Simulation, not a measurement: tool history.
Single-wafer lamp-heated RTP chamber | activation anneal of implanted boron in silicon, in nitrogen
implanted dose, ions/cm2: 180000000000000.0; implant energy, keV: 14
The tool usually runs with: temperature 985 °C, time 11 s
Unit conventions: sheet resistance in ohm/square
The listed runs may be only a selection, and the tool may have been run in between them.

run    hour  temperature  time  read-back reference wafer on the same gauge, sheet resistance  sheet resistance
  1       0          985    11                                                         533.73            518.31
  2    77.3          985    11                                                         534.03            516.38
  3   132.1          985    11                                                         533.82            517.69
  4   175.1          985    11                                                         534.32            516.81
  5   213.9          964    14                                                         534.64            533.07
      236.1  -- pyrometer window cleaned and pyrometer calibrated
  6   255.6          964    14                                                         534.32            530.64
  7   294.7          964    14                                                         534.13            529.35
  8   380.6          985    11                                                         533.82            516.04
  9   447.2          985    11                                                         534.64            517.06
 10   499.7          978    11                                                         534.03            521.18
      522.5  -- reflector plate cleaned
 11     552          985    11                                                            534            519.53
 12   657.1          985    11                                                         534.26            519.62
 13   739.5          985    11                                                         533.47            518.74
 14   830.3          969    11                                                         533.78            529.99
      891.1  -- pyrometer window cleaned and pyrometer calibrated
 15   891.6          997    11                                                         533.69            512.68
 16   982.4          997    11                                                         533.99            511.92
 17    1027          985    11                                                         534.35            516.99
 18  1081.5         1004    17                                                         533.61            508.82
 19  1139.2          957    14                                                         534.02            544.54
     1159.9  -- reflector plate cleaned
 20    1193         1001    11                                                         534.17            513.56
 21  1242.5          985    17                                                         533.97             516.2
 22  1282.8          967     7                                                         534.49            538.66
     1288.3  -- gauge calibrated
 23  1388.8          985     5                                                         534.12            524.42
     1429.6  -- pyrometer window cleaned and pyrometer calibrated
 24    1479          985    11                                                         534.09            518.17
 25  1585.2          998     8                                                         534.38            514.55
 26  1623.8          970     9                                                         533.74            526.64
 27  1669.2          972     7                                                         534.26            527.91
     1746.5  -- reflector plate cleaned
 28  1756.6         1000     5                                                         534.14            515.48
 29    1831          985    13                                                         534.39            518.61
 30  1920.5          985     7                                                         533.32            520.01
     1933.5  -- pyrometer window cleaned and pyrometer calibrated
 31  2023.7          998     7                                                         533.85            514.49
 32  2120.5         1008     5                                                         533.89            511.47
 33  2221.2         1007    16                                                         533.91            509.35
 34  2313.5          966     8                                                         533.82            533.81
     2355.6  -- reflector plate cleaned
 35  2356.1         1008    16                                                         533.78            509.18
 36  2441.4          985    11                                                         534.01            519.35

Forecast run 37:
 37  2479.7          985    11                                                              ?                 ?

read-back reference wafer on the same gauge, sheet resistance: 534.22
sheet resistance: 519.28 ohm/square
Take away the tool's hidden state, keep the run-to-run variation as it was, and the same run would have given sheet resistance 522.03 ohm/square.
